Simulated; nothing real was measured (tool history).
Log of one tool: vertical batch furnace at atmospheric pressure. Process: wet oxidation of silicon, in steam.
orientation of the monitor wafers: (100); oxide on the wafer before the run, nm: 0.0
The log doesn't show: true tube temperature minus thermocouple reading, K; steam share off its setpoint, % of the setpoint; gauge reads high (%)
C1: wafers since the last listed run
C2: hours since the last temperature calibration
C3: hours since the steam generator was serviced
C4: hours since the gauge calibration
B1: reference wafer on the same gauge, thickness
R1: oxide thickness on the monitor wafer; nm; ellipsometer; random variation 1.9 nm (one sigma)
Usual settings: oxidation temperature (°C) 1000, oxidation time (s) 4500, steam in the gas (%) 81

{"run": 1, "hour": 0.0, "oxidation temperature (°C)": 1000, "oxidation time (s)": 4500, "steam in the gas (%)": 81, "C1": 0, "C2": 1340.2, "C3": 1545.0, "C4": 1238.4, "B1": 429.07, "R1": 437.2}
{"run": 2, "hour": 67.7, "oxidation temperature (°C)": 1000, "oxidation time (s)": 4500, "steam in the gas (%)": 81, "C1": 1211, "C2": 1407.9, "C3": 1612.7, "C4": 1306.1, "B1": 429.17, "R1": 430.18}
{"run": 3, "hour": 284.1, "oxidation temperature (°C)": 989, "oxidation time (s)": 4500, "steam in the gas (%)": 81, "C1": 3872, "C2": 1624.3, "C3": 1829.1, "C4": 1522.5, "B1": 429.26, "R1": 401.25}
{"run": 4, "hour": 321.6, "oxidation temperature (°C)": 989, "oxidation time (s)": 4500, "steam in the gas (%)": 81, "C1": 670, "C2": 1661.8, "C3": 1866.6, "C4": 1560.0, "B1": 429.9, "R1": 398.42}
{"hour": 378.2, "done": "steam generator serviced"}
{"run": 5, "hour": 395.7, "oxidation temperature (°C)": 989, "oxidation time (s)": 4500, "steam in the gas (%)": 81, "C1": 896, "C2": 1735.9, "C3": 17.5, "C4": 1634.1, "B1": 429.13, "R1": 397.71}
{"run": 6, "hour": 488.0, "oxidation temperature (°C)": 1000, "oxidation time (s)": 4500, "steam in the gas (%)": 81, "C1": 1651, "C2": 1828.2, "C3": 109.8, "C4": 1726.4, "B1": 428.97, "R1": 434.25}
{"run": 7, "hour": 573.7, "oxidation temperature (°C)": 1000, "oxidation time (s)": 4500, "steam in the gas (%)": 81, "C1": 1533, "C2": 1913.9, "C3": 195.5, "C4": 1812.1, "B1": 428.78, "R1": 435.33}
{"run": 8, "hour": 667.3, "oxidation temperature (°C)": 1000, "oxidation time (s)": 4500, "steam in the gas (%)": 81, "C1": 1674, "C2": 2007.5, "C3": 289.1, "C4": 1905.7, "B1": 428.97, "R1": 432.34}
{"run": 9, "hour": 751.9, "oxidation temperature (°C)": 1000, "oxidation time (s)": 3090, "steam in the gas (%)": 81, "C1": 1513, "C2": 2092.1, "C3": 373.7, "C4": 1990.3, "B1": 429.22, "R1": 332.62}
{"run": 10, "hour": 827.1, "oxidation temperature (°C)": 1000, "oxidation time (s)": 3090, "steam in the gas (%)": 81, "C1": 1345, "C2": 2167.3, "C3": 448.9, "C4": 2065.5, "B1": 429.15, "R1": 333.88}
{"run": 11, "hour": 871.1, "oxidation temperature (°C)": 1000, "oxidation time (s)": 3090, "steam in the gas (%)": 81, "C1": 787, "C2": 2211.3, "C3": 492.9, "C4": 2109.5, "B1": 428.89, "R1": 335.79}
{"run": 12, "hour": 940.5, "oxidation temperature (°C)": 1000, "oxidation time (s)": 4500, "steam in the gas (%)": 81, "C1": 1241, "C2": 2280.7, "C3": 562.3, "C4": 2178.9, "B1": 429.47, "R1": 434.3}
{"run": 13, "hour": 995.2, "oxidation temperature (°C)": 1000, "oxidation time (s)": 4500, "steam in the gas (%)": 81, "C1": 978, "C2": 2335.4, "C3": 617.0, "C4": 2233.6, "B1": 429.15, "R1": 434.63}
{"run": 14, "hour": 1089.5, "oxidation temperature (°C)": 1000, "oxidation time (s)": 4500, "steam in the gas (%)": 81, "C1": 1687, "C2": 2429.7, "C3": 711.3, "C4": 2327.9, "B1": 429.39, "R1": 432.6}
{"run": 15, "hour": 1136.1, "oxidation temperature (°C)": 1018, "oxidation time (s)": 4500, "steam in the gas (%)": 81, "C1": 833, "C2": 2476.3, "C3": 757.9, "C4": 2374.5, "B1": 428.73, "R1": 488.43}
{"run": 16, "hour": 1227.0, "oxidation temperature (°C)": 1000, "oxidation time (s)": 4500, "steam in the gas (%)": 85, "C1": 1626, "C2": 2567.2, "C3": 848.8, "C4": 2465.4, "B1": 429.94, "R1": 450.42}
{"run": 17, "hour": 1300.7, "oxidation temperature (°C)": 1000, "oxidation time (s)": 4500, "steam in the gas (%)": 85, "C1": 1318, "C2": 2640.9, "C3": 922.5, "C4": 2539.1, "B1": 428.78, "R1": 453.11}
{"run": 18, "hour": 1386.5, "oxidation temperature (°C)": 982, "oxidation time (s)": 5880, "steam in the gas (%)": 81, "C1": 1535, "C2": 2726.7, "C3": 1008.3, "C4": 2624.9, "B1": 428.26, "R1": 459.56}
{"run": 19, "hour": 1485.8, "oxidation temperature (°C)": 1023, "oxidation time (s)": 5640, "steam in the gas (%)": 76, "C1": 1776, "C2": 2826.0, "C3": 1107.6, "C4": 2724.2, "B1": 429.07, "R1": 561.2}
{"run": 20, "hour": 1537.7, "oxidation temperature (°C)": 1016, "oxidation time (s)": 5340, "steam in the gas (%)": 87, "C1": 928, "C2": 2877.9, "C3": 1159.5, "C4": 2776.1, "B1": 429.18, "R1": 563.78}
{"run": 21, "hour": 1599.3, "oxidation temperature (°C)": 1015, "oxidation time (s)": 5880, "steam in the gas (%)": 81, "C1": 1102, "C2": 2939.5, "C3": 1221.1, "C4": 2837.7, "B1": 429.79, "R1": 572.65}
{"run": 22, "hour": 1652.1, "oxidation temperature (°C)": 1024, "oxidation time (s)": 2460, "steam in the gas (%)": 72, "C1": 944, "C2": 2992.3, "C3": 1273.9, "C4": 2890.5, "B1": 428.62, "R1": 316.46}
{"hour": 1681.4, "done": "gauge calibrated"}
{"run": 23, "hour": 1716.3, "oxidation temperature (°C)": 1020, "oxidation time (s)": 4500, "steam in the gas (%)": 70, "C1": 1148, "C2": 3056.5, "C3": 1338.1, "C4": 34.9, "B1": 429.18, "R1": 451.35}
{"hour": 1792.7, "done": "thermocouples replaced and temperature profile calibrated"}
{"run": 24, "hour": 1882.9, "oxidation temperature (°C)": 1000, "oxidation time (s)": 4500, "steam in the gas (%)": 88, "C1": 2551, "C2": 90.2, "C3": 1504.7, "C4": 201.5, "B1": 429.43, "R1": 458.38}
{"run": 25, "hour": 1990.5, "oxidation temperature (°C)": 987, "oxidation time (s)": 5520, "steam in the gas (%)": 91, "C1": 1925, "C2": 197.8, "C3": 1612.3, "C4": 309.1, "B1": 428.25, "R1": 489.87}
{"run": 26, "hour": 2087.0, "oxidation temperature (°C)": 991, "oxidation time (s)": 4500, "steam in the gas (%)": 78, "C1": 1726, "C2": 294.3, "C3": 1708.8, "C4": 405.6, "B1": 428.49, "R1": 394.05}
{"hour": 2170.6, "done": "steam generator serviced"}
{"run": 27, "hour": 2171.1, "oxidation temperature (°C)": 1000, "oxidation time (s)": 4500, "steam in the gas (%)": 81, "C1": 1075, "C2": 378.4, "C3": 0.5, "C4": 489.7, "B1": 428.87, "R1": 436.92}
{"run": 28, "hour": 2189.7, "oxidation temperature (°C)": 1000, "oxidation time (s)": 4500, "steam in the gas (%)": 81, "C1": 332, "C2": 397.0, "C3": 19.1, "C4": 508.3, "B1": 429.5, "R1": 433.47}
{"run": 29, "hour": 2295.6, "oxidation temperature (°C)": 980, "oxidation time (s)": 3930, "steam in the gas (%)": 74, "C1": 1894, "C2": 502.9, "C3": 125.0, "C4": 614.2, "B1": 429.37, "R1": 314.96}
{"run": 30, "hour": 2362.5, "oxidation temperature (°C)": 1008, "oxidation time (s)": 6600, "steam in the gas (%)": 77, "C1": 1197, "C2": 569.8, "C3": 191.9, "C4": 681.1, "B1": 428.32, "R1": 569.53}
{"run": 31, "hour": 2446.5, "oxidation temperature (°C)": 1000, "oxidation time (s)": 4500, "steam in the gas (%)": 81, "C1": 1503, "C2": 653.8, "C3": 275.9, "C4": 765.1, "B1": 428.16, "R1": 437.93}
{"run": 32, "hour": 2494.2, "oxidation temperature (°C)": 1000, "oxidation time (s)": 5700, "steam in the gas (%)": 85, "C1": 853, "C2": 701.5, "C3": 323.6, "C4": 812.8, "B1": 428.97, "R1": 524.56}
{"run": 33, "hour": 2577.6, "oxidation temperature (°C)": 1000, "oxidation time (s)": 4500, "steam in the gas (%)": 81, "C1": 1492, "C2": 784.9, "C3": 407.0, "C4": 896.2, "B1": 428.86, "R1": 432.57}
{"run": 34, "hour": 2675.4, "oxidation temperature (°C)": 1000, "oxidation time (s)": 4500, "steam in the gas (%)": 81, "C1": 1749, "C2": 882.7, "C3": 504.8, "C4": 994.0, "B1": 429.31, "R1": 434.25}
{"run": 35, "hour": 2782.0, "oxidation temperature (°C)": 1000, "oxidation time (s)": 4500, "steam in the gas (%)": 81, "C1": 1907, "C2": 989.3, "C3": 611.4, "C4": 1100.6, "B1": 428.6, "R1": 433.4}
{"run": 36, "hour": 2848.0, "oxidation temperature (°C)": 980, "oxidation time (s)": 3930, "steam in the gas (%)": 72, "C1": 1180, "C2": 1055.3, "C3": 677.4, "C4": 1166.6, "B1": 429.24, "R1": 310.32}
{"run": 37, "hour": 2928.2, "oxidation temperature (°C)": 1010, "oxidation time (s)": 4500, "steam in the gas (%)": 84, "C1": 1435, "C2": 1135.5, "C3": 757.6, "C4": 1246.8, "B1": 428.83, "R1": 477.35}

Hidden state at the last listed run before each entry between runs and at the first one after, where it differs:
Between runs 4 and 5: steam generator serviced (hour 378.2)
  no hidden state differs between the two runs
Between runs 22 and 23: gauge calibrated (hour 1681.4)
  no hidden state differs between the two runs
Between runs 23 and 24: thermocouples replaced and temperature profile calibrated (hour 1792.7)
  no hidden state differs between the two runs
Between runs 26 and 27: steam generator serviced (hour 2170.6)
  no hidden state differs between the two runs
